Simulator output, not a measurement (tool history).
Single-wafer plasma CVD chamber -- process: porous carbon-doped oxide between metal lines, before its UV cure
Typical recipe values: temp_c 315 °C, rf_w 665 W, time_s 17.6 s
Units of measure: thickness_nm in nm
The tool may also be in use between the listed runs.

run,hour,temp_c,rf_w,time_s,"read-back reference wafer on the same gauge, thickness_nm",thickness_nm
1,0,315,665,17.6,130.98,115.577
2,15.2,315,665,17.6,130.996,115.568
3,26.8,315,665,17.6,131.074,115.989
4,33.1,315,665,17.6,131.024,115.531
5,44.9,315,665,17.6,131.016,115.668
6,51.7,315,665,15.2,131.054,100.225
7,64,315,665,15.2,130.962,100.512
8,76,315,665,17.6,131.041,116.19
9,92.6,315,665,17.6,131.032,115.926
10,105,315,665,17.6,130.994,115.756
# hour 120.6: gauge calibrated
# hour 126.1: thermocouple changed; heater temperature recalibrated
11,126.6,315,665,17.6,130.963,113.516
12,139.7,315,665,17.6,131.09,113.818
# hour 154.7: showerhead replaced
13,155,315,555,20.9,130.981,121.546
14,162.9,306,665,14.7,130.995,99.665
15,174.5,315,665,17.6,131.011,114.145
16,185,326,755,15.1,130.947,100.285
# hour 197.2: RF generator calibrated
17,201.1,315,665,17.6,130.935,117.9
18,215.3,315,665,17.6,130.97,117.829
19,231.3,323,725,20.3,130.974,136.663
20,244.1,315,590,17.6,131.034,110.273
21,262.6,327,705,19.5,131.001,127.048
22,271.9,315,665,17.6,130.944,117.451
23,284.1,315,715,17.6,131.056,122.278
24,294.4,301,665,14.1,131.083,101.313

4 ways to go on from here, each from the tool as it stands after run 24. What would each give?
A,294.8,315,665,17.6,?,?
B,294.8,303,625,17.6,?,?
C,294.8,311,535,19.8,?,?
D,294.8,311,665,18.5,?,?

run,"read-back reference wafer on the same gauge, thickness_nm",thickness_nm
A,131.059,116.906
B,131.059,119.583
C,131.059,118.27
D,131.059,124.968
Take away the tool's hidden state, keep each run's random variation, and the runs would have read:
run,thickness_nm
A,117.126
B,119.754
C,118.515
D,125.181

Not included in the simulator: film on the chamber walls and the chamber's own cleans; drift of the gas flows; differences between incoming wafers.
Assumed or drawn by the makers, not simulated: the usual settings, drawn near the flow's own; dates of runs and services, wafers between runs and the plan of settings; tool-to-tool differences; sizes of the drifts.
